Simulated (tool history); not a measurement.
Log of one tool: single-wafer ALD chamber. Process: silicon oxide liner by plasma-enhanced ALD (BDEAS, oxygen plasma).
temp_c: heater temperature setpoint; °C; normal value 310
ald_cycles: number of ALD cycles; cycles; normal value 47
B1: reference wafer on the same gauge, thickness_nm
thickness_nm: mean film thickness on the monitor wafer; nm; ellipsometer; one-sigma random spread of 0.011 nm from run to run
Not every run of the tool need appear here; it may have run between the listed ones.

Run 1, day 0.000: usual settings; B1 5.303. Result: thickness_nm 4.571 nm.
At day 0.508: gauge calibrated.
Run 2, day 0.729: usual settings; B1 5.298. Result: thickness_nm 4.570 nm.
Run 3, day 1.362: usual settings; B1 5.298. Result: thickness_nm 4.587 nm.
Run 4, day 1.792: usual settings; B1 5.296. Result: thickness_nm 4.580 nm.
Run 5, day 2.075: usual settings; B1 5.300. Result: thickness_nm 4.586 nm.
Run 6, day 2.746: usual settings but ald_cycles 45 cycles; B1 5.298. Result: thickness_nm 4.395 nm.
Run 7, day 3.400: usual settings; B1 5.296. Result: thickness_nm 4.602 nm.
Run 8, day 3.783: usual settings; B1 5.299. Result: thickness_nm 4.594 nm.
Run 9, day 4.279: usual settings; B1 5.298. Result: thickness_nm 4.591 nm.
Run 10, day 4.829: usual settings; B1 5.300. Result: thickness_nm 4.606 nm.
At day 5.396: thermocouple changed; heater temperature recalibrated.
Run 11, day 5.433: usual settings; B1 5.305. Result: thickness_nm 4.577 nm.
Run 12, day 5.879: usual settings; B1 5.304. Result: thickness_nm 4.589 nm.
Run 13, day 6.267: usual settings but temp_c 304 °C, ald_cycles 53 cycles; B1 5.301. Result: thickness_nm 5.211 nm.
Run 14, day 6.592: usual settings but temp_c 318 °C, ald_cycles 43 cycles; B1 5.301. Result: thickness_nm 4.145 nm.
Run 15, day 6.946: usual settings but temp_c 305 °C, ald_cycles 40 cycles; B1 5.301. Result: thickness_nm 3.920 nm.
Run 16, day 7.488: usual settings but ald_cycles 45 cycles; B1 5.298. Result: thickness_nm 4.386 nm.

What will run 17 give?
Run 17, day 8.142: usual settings but temp_c 300 °C, ald_cycles 51 cycles; B1 ?. Result: thickness_nm ?.

B1: 5.304
thickness_nm: 5.051 nm
With no hidden state in the tool, this same run would have given thickness_nm 5.051 nm.

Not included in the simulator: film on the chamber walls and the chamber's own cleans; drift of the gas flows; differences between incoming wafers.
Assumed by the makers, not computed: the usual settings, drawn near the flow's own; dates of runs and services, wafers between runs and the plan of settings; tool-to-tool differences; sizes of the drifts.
